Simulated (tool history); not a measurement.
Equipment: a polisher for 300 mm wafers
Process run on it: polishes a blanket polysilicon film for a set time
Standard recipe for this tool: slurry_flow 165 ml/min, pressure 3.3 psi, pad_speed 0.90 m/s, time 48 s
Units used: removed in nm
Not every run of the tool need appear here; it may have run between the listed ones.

run    hour  slurry_flow  pressure  pad_speed  time  wafers since the last listed run  wafers polished on this pad  hours since the slurry nozzle was cleaned  hours since the head pressure was calibrated  incoming thickness of the incoming film, nm  removed
  1     0.0          165       3.3       0.90    48                                 0                         1137                                      358.7                                         323.7                                       1233.3    411.4
       20.1  -- slurry nozzle cleaned
  2    92.3          165       3.3       0.90    48                               954                         2092                                       72.2                                         416.0                                       1252.8    430.2
  3   164.5          165       3.3       0.90    48                               754                         2846                                      144.4                                         488.2                                       1247.0    430.1
      204.5  -- worn pad replaced by a new one
  4   221.5          165       2.4       0.82    48                               554                          178                                      201.4                                         545.2                                       1260.9    295.1
  5   267.4          165       3.3       0.90    48                               479                          657                                      247.3                                         591.1                                       1273.6    424.9
  6   321.9          165       3.3       0.90    48                               569                         1227                                      301.8                                         645.6                                       1259.6    423.5
      368.8  -- slurry nozzle cleaned
  7   414.6          165       3.3       0.90    48                               958                         2186                                       45.8                                         738.3                                       1261.6    428.1
      468.5  -- worn pad replaced by a new one
  8   515.6          165       3.3       0.90    48                              1014                          492                                      146.8                                         839.3                                       1277.2    430.2
  9   580.1          165       3.3       0.90    48                               674                         1166                                      211.3                                         903.8                                       1257.2    428.6
      646.6  -- head pressure recalibrated
 10   662.5          165       3.3       0.90    48                               840                         2007                                      293.7                                          15.9                                       1231.5    423.0
 11   705.9          215       2.7       1.22    40                               453                         2461                                      337.1                                          59.3                                       1250.8    392.1
 12   776.2          165       3.3       0.90    42                               735                         3196                                      407.4                                         129.6                                       1244.0    358.2
      787.7  -- worn pad replaced by a new one
      797.4  -- slurry nozzle cleaned
 13   860.1          185       2.7       1.12    63                               824                          746                                       62.7                                         213.5                                       1245.3    572.3
 14   956.4          110       4.3       1.02    60                              1006                         1753                                      159.0                                         309.8                                       1269.1    726.8
 15  1002.2          195       3.3       1.18    48                               478                         2232                                      204.8                                         355.6                                       1250.1    550.9
     1046.9  -- worn pad replaced by a new one
 16  1079.5          165       3.3       0.90    61                               766                          340                                      282.1                                         432.9                                       1270.8    535.2
     1142.5  -- slurry nozzle cleaned
 17  1215.1          165       3.3       0.90    48                              1407                         1748                                       72.6                                         568.5                                       1266.2    428.4
 18  1282.3          165       3.3       1.18    48                               702                         2450                                      139.8                                         635.7                                       1256.3    541.3
     1321.5  -- worn pad replaced by a new one
 19  1324.1          120       3.3       1.18    32                               395                           27                                      181.6                                         677.5                                       1258.2    341.2
 20  1382.7          135       3.3       1.04    48                               612                          639                                      240.2                                         736.1                                       1260.3    462.9
 21  1451.2          120       3.3       1.18    32                               716                         1356                                      308.7                                         804.6                                       1258.7    333.0

3 ways to go on from here, each from the tool as it stands after run 21. What would each give?
  A  1451.6          165       3.3       0.90    48                                 4                         1360                                      309.1                                         805.0                                       1262.6        ?
  B  1451.6          165       3.3       0.90    59                                 4                         1360                                      309.1                                         805.0                                       1262.6        ?
  C  1451.6          215       3.3       1.06    48                                 4                         1360                                      309.1                                         805.0                                       1262.6        ?

run  removed
  A    422.3
  B    519.1
  C    503.4
The same runs, with their run-to-run variation unchanged, on a tool lacking any hidden condition would have given:
run  removed
  A    440.2
  B    541.1
  C    521.0

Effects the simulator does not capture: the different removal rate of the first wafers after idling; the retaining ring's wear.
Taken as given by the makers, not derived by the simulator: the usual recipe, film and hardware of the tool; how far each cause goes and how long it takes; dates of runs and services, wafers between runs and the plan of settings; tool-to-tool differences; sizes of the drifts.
